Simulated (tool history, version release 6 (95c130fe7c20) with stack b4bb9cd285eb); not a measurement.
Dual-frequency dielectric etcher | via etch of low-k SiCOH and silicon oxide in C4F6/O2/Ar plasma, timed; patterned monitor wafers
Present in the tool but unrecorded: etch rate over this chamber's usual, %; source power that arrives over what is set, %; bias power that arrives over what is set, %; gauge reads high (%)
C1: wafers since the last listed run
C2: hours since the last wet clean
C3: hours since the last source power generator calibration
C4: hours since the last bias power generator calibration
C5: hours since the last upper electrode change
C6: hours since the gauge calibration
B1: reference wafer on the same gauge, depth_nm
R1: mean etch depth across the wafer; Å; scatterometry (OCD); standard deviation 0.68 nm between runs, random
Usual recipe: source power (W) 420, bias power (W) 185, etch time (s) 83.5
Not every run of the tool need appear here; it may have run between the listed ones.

run 1 hour=0.0 | source_power_(W)=420 bias_power_(W)=185 etch_time_(s)=83.5 | C1=0 C2=99.3 C3=3199.1 C4=3980.6 C5=2676.0 C6=696.8 | B1=220.1 | R1=2086
run 2 hour=29.4 | source_power_(W)=420 bias_power_(W)=185 etch_time_(s)=83.5 | C1=244 C2=128.7 C3=3228.5 C4=4010.0 C5=2705.4 C6=726.2 | B1=220.0 | R1=2095
-- hour=47.8 source power generator calibrated
run 3 hour=65.3 | source_power_(W)=420 bias_power_(W)=185 etch_time_(s)=83.5 | C1=265 C2=164.6 C3=17.5 C4=4045.9 C5=2741.3 C6=762.1 | B1=220.1 | R1=2085
run 4 hour=82.6 | source_power_(W)=420 bias_power_(W)=185 etch_time_(s)=83.5 | C1=143 C2=181.9 C3=34.8 C4=4063.2 C5=2758.6 C6=779.4 | B1=220.0 | R1=2080
-- hour=90.8 gauge calibrated
run 5 hour=110.7 | source_power_(W)=420 bias_power_(W)=185 etch_time_(s)=83.5 | C1=233 C2=210.0 C3=62.9 C4=4091.3 C5=2786.7 C6=19.9 | B1=219.9 | R1=2095
run 6 hour=135.1 | source_power_(W)=420 bias_power_(W)=185 etch_time_(s)=83.5 | C1=202 C2=234.4 C3=87.3 C4=4115.7 C5=2811.1 C6=44.3 | B1=219.9 | R1=2103
run 7 hour=157.9 | source_power_(W)=420 bias_power_(W)=185 etch_time_(s)=83.5 | C1=189 C2=257.2 C3=110.1 C4=4138.5 C5=2833.9 C6=67.1 | B1=219.8 | R1=2106
run 8 hour=179.3 | source_power_(W)=420 bias_power_(W)=185 etch_time_(s)=97.0 | C1=177 C2=278.6 C3=131.5 C4=4159.9 C5=2855.3 C6=88.5 | B1=220.0 | R1=2430
run 9 hour=198.7 | source_power_(W)=420 bias_power_(W)=185 etch_time_(s)=83.5 | C1=161 C2=298.0 C3=150.9 C4=4179.3 C5=2874.7 C6=107.9 | B1=220.1 | R1=2105
-- hour=225.9 upper electrode replaced
run 10 hour=226.4 | source_power_(W)=420 bias_power_(W)=185 etch_time_(s)=83.5 | C1=30 C2=325.7 C3=178.6 C4=4207.0 C5=0.5 C6=135.6 | B1=220.1 | R1=2091
run 11 hour=238.8 | source_power_(W)=420 bias_power_(W)=185 etch_time_(s)=83.5 | C1=103 C2=338.1 C3=191.0 C4=4219.4 C5=12.9 C6=148.0 | B1=220.1 | R1=2092
run 12 hour=251.6 | source_power_(W)=420 bias_power_(W)=185 etch_time_(s)=83.5 | C1=106 C2=350.9 C3=203.8 C4=4232.2 C5=25.7 C6=160.8 | B1=219.9 | R1=2103
run 13 hour=270.4 | source_power_(W)=470 bias_power_(W)=199 etch_time_(s)=83.5 | C1=156 C2=369.7 C3=222.6 C4=4251.0 C5=44.5 C6=179.6 | B1=220.0 | R1=2238
run 14 hour=286.9 | source_power_(W)=460 bias_power_(W)=230 etch_time_(s)=83.5 | C1=137 C2=386.2 C3=239.1 C4=4267.5 C5=61.0 C6=196.1 | B1=220.0 | R1=2334
run 15 hour=304.3 | source_power_(W)=420 bias_power_(W)=185 etch_time_(s)=83.5 | C1=144 C2=403.6 C3=256.5 C4=4284.9 C5=78.4 C6=213.5 | B1=219.9 | R1=2096
run 16 hour=334.2 | source_power_(W)=340 bias_power_(W)=152 etch_time_(s)=108.5 | C1=248 C2=433.5 C3=286.4 C4=4314.8 C5=108.3 C6=243.4 | B1=220.2 | R1=2341
run 17 hour=346.8 | source_power_(W)=420 bias_power_(W)=185 etch_time_(s)=83.5 | C1=104 C2=446.1 C3=299.0 C4=4327.4 C5=120.9 C6=256.0 | B1=220.1 | R1=2088
run 18 hour=380.1 | source_power_(W)=420 bias_power_(W)=157 etch_time_(s)=83.5 | C1=276 C2=479.4 C3=332.3 C4=4360.7 C5=154.2 C6=289.3 | B1=220.0 | R1=1996
run 19 hour=407.9 | source_power_(W)=360 bias_power_(W)=185 etch_time_(s)=91.0 | C1=231 C2=507.2 C3=360.1 C4=4388.5 C5=182.0 C6=317.1 | B1=220.1 | R1=2153
-- hour=457.4 bias power generator calibrated
run 20 hour=480.2 | source_power_(W)=350 bias_power_(W)=185 etch_time_(s)=83.5 | C1=567 C2=579.5 C3=432.4 C4=22.8 C5=254.3 C6=389.4 | B1=220.1 | R1=1970
run 21 hour=507.0 | source_power_(W)=490 bias_power_(W)=210 etch_time_(s)=91.0 | C1=222 C2=606.3 C3=459.2 C4=49.6 C5=281.1 C6=416.2 | B1=220.1 | R1=2533
-- hour=546.0 wet clean of the chamber
run 22 hour=546.5 | source_power_(W)=500 bias_power_(W)=207 etch_time_(s)=69.0 | C1=128 C2=0.5 C3=498.7 C4=89.1 C5=320.6 C6=455.7 | B1=220.1 | R1=1915
run 23 hour=546.9 | source_power_(W)=420 bias_power_(W)=185 etch_time_(s)=83.5 | C1=3 C2=0.9 C3=499.1 C4=89.5 C5=321.0 C6=456.1 | B1=220.2 | R1=2100
run 24 hour=573.3 | source_power_(W)=420 bias_power_(W)=204 etch_time_(s)=83.5 | C1=219 C2=27.3 C3=525.5 C4=115.9 C5=347.4 C6=482.5 | B1=220.1 | R1=2168
run 25 hour=607.9 | source_power_(W)=420 bias_power_(W)=185 etch_time_(s)=83.5 | C1=287 C2=61.9 C3=560.1 C4=150.5 C5=382.0 C6=517.1 | B1=220.0 | R1=2087
run 26 hour=622.2 | source_power_(W)=420 bias_power_(W)=185 etch_time_(s)=83.5 | C1=118 C2=76.2 C3=574.4 C4=164.8 C5=396.3 C6=531.4 | B1=219.8 | R1=2097
run 27 hour=647.6 | source_power_(W)=420 bias_power_(W)=203 etch_time_(s)=83.5 | C1=211 C2=101.6 C3=599.8 C4=190.2 C5=421.7 C6=556.8 | B1=220.2 | R1=2155
run 28 hour=713.6 | source_power_(W)=420 bias_power_(W)=185 etch_time_(s)=83.5 | C1=548 C2=167.6 C3=665.8 C4=256.2 C5=487.7 C6=622.8 | B1=220.1 | R1=2099
run 29 hour=727.9 | source_power_(W)=380 bias_power_(W)=219 etch_time_(s)=94.5 | C1=118 C2=181.9 C3=680.1 C4=270.5 C5=502.0 C6=637.1 | B1=220.1 | R1=2442
run 30 hour=742.2 | source_power_(W)=470 bias_power_(W)=199 etch_time_(s)=83.5 | C1=118 C2=196.2 C3=694.4 C4=284.8 C5=516.3 C6=651.4 | B1=220.2 | R1=2251
run 31 hour=773.0 | source_power_(W)=420 bias_power_(W)=185 etch_time_(s)=70.5 | C1=255 C2=227.0 C3=725.2 C4=315.6 C5=547.1 C6=682.2 | B1=220.1 | R1=1772

The tool's hidden state at each run:
etch rate over this chamber's usual, %: 0 in every run
source power that arrives over what is set, %: 0 in every run
bias power that arrives over what is set, %: 0 in every run
gauge reads high (%): 0 in every run
